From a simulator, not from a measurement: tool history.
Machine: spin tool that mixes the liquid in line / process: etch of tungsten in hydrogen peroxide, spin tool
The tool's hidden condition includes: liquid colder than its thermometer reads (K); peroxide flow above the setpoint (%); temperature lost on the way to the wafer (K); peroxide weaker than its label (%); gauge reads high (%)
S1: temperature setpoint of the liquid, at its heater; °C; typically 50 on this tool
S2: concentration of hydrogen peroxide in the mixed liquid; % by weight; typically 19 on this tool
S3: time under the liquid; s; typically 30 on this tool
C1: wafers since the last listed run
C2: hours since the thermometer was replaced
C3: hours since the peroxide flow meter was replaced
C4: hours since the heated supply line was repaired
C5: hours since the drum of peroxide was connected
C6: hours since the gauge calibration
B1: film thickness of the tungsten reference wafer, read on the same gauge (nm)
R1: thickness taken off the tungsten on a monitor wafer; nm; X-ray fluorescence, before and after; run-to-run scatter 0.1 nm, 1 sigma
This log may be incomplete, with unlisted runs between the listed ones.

run	day	S1	S2	S3	C1	C2	C3	C4	C5	C6	B1	R1
1	0	50	19	30	0	286.6	252.2	3513.4	855.9	319	60	28.35
2	1.454	43.5	19	30	377	321.5	287.1	3548.3	890.8	353.9	60.02	18.85
3	2.396	43.5	19	30	244	344.1	309.7	3570.9	913.4	376.5	60.01	18.98
4	3.196	50	19	30	207	363.3	328.9	3590.1	932.6	395.7	60	28.35
5	3.896	56	15	30	181	380.1	345.7	3606.9	949.4	412.5	60.02	35.85
6	7.583	56	15	30	956	468.6	434.2	3695.4	1037.9	501	60.04	36.04
# day 7.875: gauge calibrated
# day 7.979: new drum of peroxide connected
# day 8.633: thermometer replaced
7	8.967	56	15	30	337	8	467.4	3728.6	23.7	26.2	59.98	36.38
8	9.546	50	19	30	150	21.9	481.3	3742.5	37.6	40.1	60.01	28.62
9	10.871	50	19	30	343	53.7	513.1	3774.3	69.4	71.9	60.01	28.57
10	11.467	50	19	30	154	68	527.4	3788.6	83.7	86.2	59.97	28.59
# day 11.612: peroxide flow meter replaced
11	12.775	50	19	30	328	99.4	27.9	3820	115.1	117.6	60	28.5
12	13.804	50	19	30	266	124.1	52.6	3844.7	139.8	142.3	59.95	28.28
13	14.375	50	19	30	148	137.8	66.3	3858.4	153.5	156	59.99	28.35
14	15.604	50	22	30	318	167.3	95.8	3887.9	183	185.5	60	30.39
15	16.958	50	24	30	351	199.8	128.3	3920.4	215.5	218	59.97	32.19
16	17.854	50	19	30	232	221.3	149.8	3941.9	237	239.5	59.98	28.48
17	18.375	50	14	30	135	233.8	162.3	3954.4	249.5	252	59.98	24.27
# day 18.629: heated supply line repaired
18	19.262	42.5	17	40	219	255.1	183.6	15.2	270.8	273.3	60.02	22.35
19	20.288	50	19	30	265	279.7	208.2	39.8	295.4	297.9	60.04	28.24
20	20.792	50	19	40	130	291.8	220.3	51.9	307.5	310	60.02	37.67
21	21.346	42.5	19	25	143	305.1	233.6	65.2	320.8	323.3	60	14.77
22	22.6	57.5	19	25	325	335.2	263.7	95.3	350.9	353.4	60	36.96
23	23.217	50	19	45	159	350	278.5	110.1	365.7	368.2	59.99	42.14
24	24.012	44.5	16	15	206	369.1	297.6	129.2	384.8	387.3	60.01	9.22

What differs in the tool's unlogged condition from the final listed run ahead of each entry between runs to the first listed run following it?
From run 6 to run 7: gauge calibrated (day 7.875); new drum of peroxide connected (day 7.979); thermometer replaced (day 8.633)
  liquid colder than its thermometer reads (K): 0.219 -> 0.0285
  difference, measured minus the result without the unlogged condition, R1: -0.47 -> -0.06 nm
From run 10 to run 11: peroxide flow meter replaced (day 11.612)
  liquid colder than its thermometer reads (K): 0.0549 -> 0.0687
  difference, measured minus the result without the unlogged condition, R1: -0.09 -> -0.12 nm
From run 17 to run 18: heated supply line repaired (day 18.629)
  liquid colder than its thermometer reads (K): 0.128 -> 0.137
  difference, measured minus the result without the unlogged condition, R1: -0.19 -> -0.2 nm
